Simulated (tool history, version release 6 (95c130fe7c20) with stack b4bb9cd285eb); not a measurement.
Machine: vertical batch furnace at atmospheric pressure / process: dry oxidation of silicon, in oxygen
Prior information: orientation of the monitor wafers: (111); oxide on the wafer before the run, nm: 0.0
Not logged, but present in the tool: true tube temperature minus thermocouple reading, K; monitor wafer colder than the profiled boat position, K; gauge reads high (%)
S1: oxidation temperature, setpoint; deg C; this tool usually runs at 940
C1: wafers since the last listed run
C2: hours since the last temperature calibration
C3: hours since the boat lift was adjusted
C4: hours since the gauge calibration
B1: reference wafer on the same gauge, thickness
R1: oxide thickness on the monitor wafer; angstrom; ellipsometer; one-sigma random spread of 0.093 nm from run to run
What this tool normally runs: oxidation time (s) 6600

run 1 hour=0 | S1=940 oxidation_time_(s)=8190 | C1=0 C2=1883.4 C3=4871.3 C4=69.9 | B1=64.59 | R1=748.2
run 2 hour=19 | S1=940 oxidation_time_(s)=8190 | C1=161 C2=1902.4 C3=4890.3 C4=88.9 | B1=64.63 | R1=748.9
run 3 hour=33.5 | S1=940 oxidation_time_(s)=8190 | C1=122 C2=1916.9 C3=4904.8 C4=103.4 | B1=64.62 | R1=746.4
run 4 hour=44.3 | S1=940 oxidation_time_(s)=6600 | C1=91 C2=1927.7 C3=4915.6 C4=114.2 | B1=64.59 | R1=644.5
run 5 hour=61 | S1=940 oxidation_time_(s)=6600 | C1=141 C2=1944.4 C3=4932.3 C4=130.9 | B1=64.66 | R1=644.2
run 6 hour=84.8 | S1=940 oxidation_time_(s)=6600 | C1=201 C2=1968.2 C3=4956.1 C4=154.7 | B1=64.6 | R1=646.8
run 7 hour=99.9 | S1=940 oxidation_time_(s)=6600 | C1=127 C2=1983.3 C3=4971.2 C4=169.8 | B1=64.6 | R1=646.5
-- hour=101.7 gauge calibrated
run 8 hour=119.1 | S1=940 oxidation_time_(s)=6600 | C1=162 C2=2002.5 C3=4990.4 C4=17.4 | B1=64.54 | R1=645.9
run 9 hour=130.1 | S1=940 oxidation_time_(s)=6600 | C1=93 C2=2013.5 C3=5001.4 C4=28.4 | B1=64.61 | R1=645.6
-- hour=156.9 boat lift adjusted
-- hour=176.2 thermocouples replaced and temperature profile calibrated
run 10 hour=176.7 | S1=940 oxidation_time_(s)=6600 | C1=28 C2=0.5 C3=19.8 C4=75 | B1=64.61 | R1=622.7
run 11 hour=182.7 | S1=917 oxidation_time_(s)=3330 | C1=50 C2=6.5 C3=25.8 C4=81 | B1=64.59 | R1=313.6
run 12 hour=188.7 | S1=964 oxidation_time_(s)=4020 | C1=50 C2=12.5 C3=31.8 C4=87 | B1=64.6 | R1=540.6
run 13 hour=194.6 | S1=927 oxidation_time_(s)=6600 | C1=49 C2=18.4 C3=37.7 C4=92.9 | B1=64.6 | R1=557
run 14 hour=208.7 | S1=919 oxidation_time_(s)=4260 | C1=119 C2=32.5 C3=51.8 C4=107 | B1=64.62 | R1=380.3
run 15 hour=217.7 | S1=953 oxidation_time_(s)=7800 | C1=76 C2=41.5 C3=60.8 C4=116 | B1=64.59 | R1=776.5
run 16 hour=231.7 | S1=940 oxidation_time_(s)=6600 | C1=118 C2=55.5 C3=74.8 C4=130 | B1=64.61 | R1=622.7
run 17 hour=278 | S1=940 oxidation_time_(s)=6600 | C1=392 C2=101.8 C3=121.1 C4=176.3 | B1=64.57 | R1=624.9
-- hour=285.8 gauge calibrated
run 18 hour=294.5 | S1=940 oxidation_time_(s)=9870 | C1=139 C2=118.3 C3=137.6 C4=8.7 | B1=64.59 | R1=823.3

Here are 5 independent what-if runs from the current tool condition. What would each one return?
run A hour=300.6 | S1=940 oxidation_time_(s)=6600 | C1=51 C2=124.4 C3=143.7 C4=14.8 | B1=? | R1=?
run B hour=300.6 | S1=947 oxidation_time_(s)=8280 | C1=51 C2=124.4 C3=143.7 C4=14.8 | B1=? | R1=?
run C hour=300.6 | S1=962 oxidation_time_(s)=4140 | C1=51 C2=124.4 C3=143.7 C4=14.8 | B1=? | R1=?
run D hour=300.6 | S1=940 oxidation_time_(s)=8610 | C1=51 C2=124.4 C3=143.7 C4=14.8 | B1=? | R1=?
run E hour=300.6 | S1=927 oxidation_time_(s)=9480 | C1=51 C2=124.4 C3=143.7 C4=14.8 | B1=? | R1=?

run=A B1=64.59 R1=625
run=B B1=64.59 R1=772.2
run=C B1=64.59 R1=544
run=D B1=64.59 R1=749.7
run=E B1=64.59 R1=718.3
Without the tool's hidden state the same runs would have given:
run=A R1=616.9
run=B R1=762.5
run=C R1=537.1
run=D R1=740.2
run=E R1=708.3

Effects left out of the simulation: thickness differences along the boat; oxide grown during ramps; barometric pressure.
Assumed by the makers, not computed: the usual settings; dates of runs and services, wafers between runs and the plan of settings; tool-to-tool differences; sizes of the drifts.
